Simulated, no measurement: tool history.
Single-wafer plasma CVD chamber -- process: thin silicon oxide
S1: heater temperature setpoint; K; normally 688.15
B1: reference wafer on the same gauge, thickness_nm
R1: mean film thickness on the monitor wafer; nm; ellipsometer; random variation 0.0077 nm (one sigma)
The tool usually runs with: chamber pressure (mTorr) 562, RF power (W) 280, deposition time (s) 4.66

run 1 day=0 | S1=688.15 chamber_pressure_(mTorr)=562 RF_power_(W)=280 deposition_time_(s)=4.15 | B1=4.941 | R1=4.889
-- day=0.517 gauge calibrated
run 2 day=1.021 | S1=688.15 chamber_pressure_(mTorr)=562 RF_power_(W)=280 deposition_time_(s)=4.15 | B1=4.94 | R1=4.897
run 3 day=2.396 | S1=688.15 chamber_pressure_(mTorr)=562 RF_power_(W)=280 deposition_time_(s)=4.15 | B1=4.94 | R1=4.899
run 4 day=3.471 | S1=698.15 chamber_pressure_(mTorr)=562 RF_power_(W)=280 deposition_time_(s)=4.66 | B1=4.94 | R1=5.46
run 5 day=4.129 | S1=688.15 chamber_pressure_(mTorr)=562 RF_power_(W)=280 deposition_time_(s)=4.66 | B1=4.939 | R1=5.501
run 6 day=5.092 | S1=688.15 chamber_pressure_(mTorr)=562 RF_power_(W)=280 deposition_time_(s)=4.66 | B1=4.939 | R1=5.497
run 7 day=6.067 | S1=688.15 chamber_pressure_(mTorr)=562 RF_power_(W)=280 deposition_time_(s)=4.66 | B1=4.941 | R1=5.511
run 8 day=6.779 | S1=688.15 chamber_pressure_(mTorr)=562 RF_power_(W)=250 deposition_time_(s)=4.66 | B1=4.94 | R1=5.297
-- day=7.942 showerhead replaced
run 9 day=7.962 | S1=678.15 chamber_pressure_(mTorr)=465 RF_power_(W)=330 deposition_time_(s)=4.66 | B1=4.936 | R1=4.832
-- day=8.742 capacitance manometer re-zeroed and calibrated
run 10 day=9.342 | S1=675.15 chamber_pressure_(mTorr)=562 RF_power_(W)=280 deposition_time_(s)=5.2 | B1=4.942 | R1=5.818
run 11 day=10.192 | S1=688.15 chamber_pressure_(mTorr)=562 RF_power_(W)=255 deposition_time_(s)=4.66 | B1=4.942 | R1=5.032
-- day=10.633 thermocouple changed; heater temperature recalibrated
run 12 day=10.925 | S1=688.15 chamber_pressure_(mTorr)=562 RF_power_(W)=280 deposition_time_(s)=4.66 | B1=4.942 | R1=5.182
-- day=11.388 RF generator calibrated
run 13 day=12.192 | S1=694.15 chamber_pressure_(mTorr)=447 RF_power_(W)=280 deposition_time_(s)=4.14 | B1=4.94 | R1=3.663
-- day=12.762 gauge calibrated
run 14 day=13.033 | S1=697.15 chamber_pressure_(mTorr)=643 RF_power_(W)=330 deposition_time_(s)=5.43 | B1=4.941 | R1=7.237
run 15 day=13.696 | S1=683.15 chamber_pressure_(mTorr)=438 RF_power_(W)=230 deposition_time_(s)=4.97 | B1=4.942 | R1=4.099
run 16 day=15.008 | S1=700.15 chamber_pressure_(mTorr)=562 RF_power_(W)=235 deposition_time_(s)=5.54 | B1=4.942 | R1=5.827
run 17 day=15.971 | S1=698.15 chamber_pressure_(mTorr)=499 RF_power_(W)=300 deposition_time_(s)=5.37 | B1=4.944 | R1=5.447

Below are 4 alternative next runs, each starting from the tool's condition after run 17. Predict each:
run A day=15.988 | S1=688.15 chamber_pressure_(mTorr)=562 RF_power_(W)=280 deposition_time_(s)=4.66 | B1=? | R1=?
run B day=15.988 | S1=688.15 chamber_pressure_(mTorr)=695 RF_power_(W)=280 deposition_time_(s)=4.32 | B1=? | R1=?
run C day=15.988 | S1=681.15 chamber_pressure_(mTorr)=494 RF_power_(W)=225 deposition_time_(s)=5.06 | B1=? | R1=?
run D day=15.988 | S1=688.15 chamber_pressure_(mTorr)=652 RF_power_(W)=235 deposition_time_(s)=5.28 | B1=? | R1=?

run=A B1=4.942 R1=5.248
run=B B1=4.942 R1=5.985
run=C B1=4.942 R1=4.693
run=D B1=4.942 R1=6.496
Stripped of hidden state, with their random variation kept, the same runs would have yielded:
run=A R1=5.147
run=B R1=5.879
run=C R1=4.603
run=D R1=6.375

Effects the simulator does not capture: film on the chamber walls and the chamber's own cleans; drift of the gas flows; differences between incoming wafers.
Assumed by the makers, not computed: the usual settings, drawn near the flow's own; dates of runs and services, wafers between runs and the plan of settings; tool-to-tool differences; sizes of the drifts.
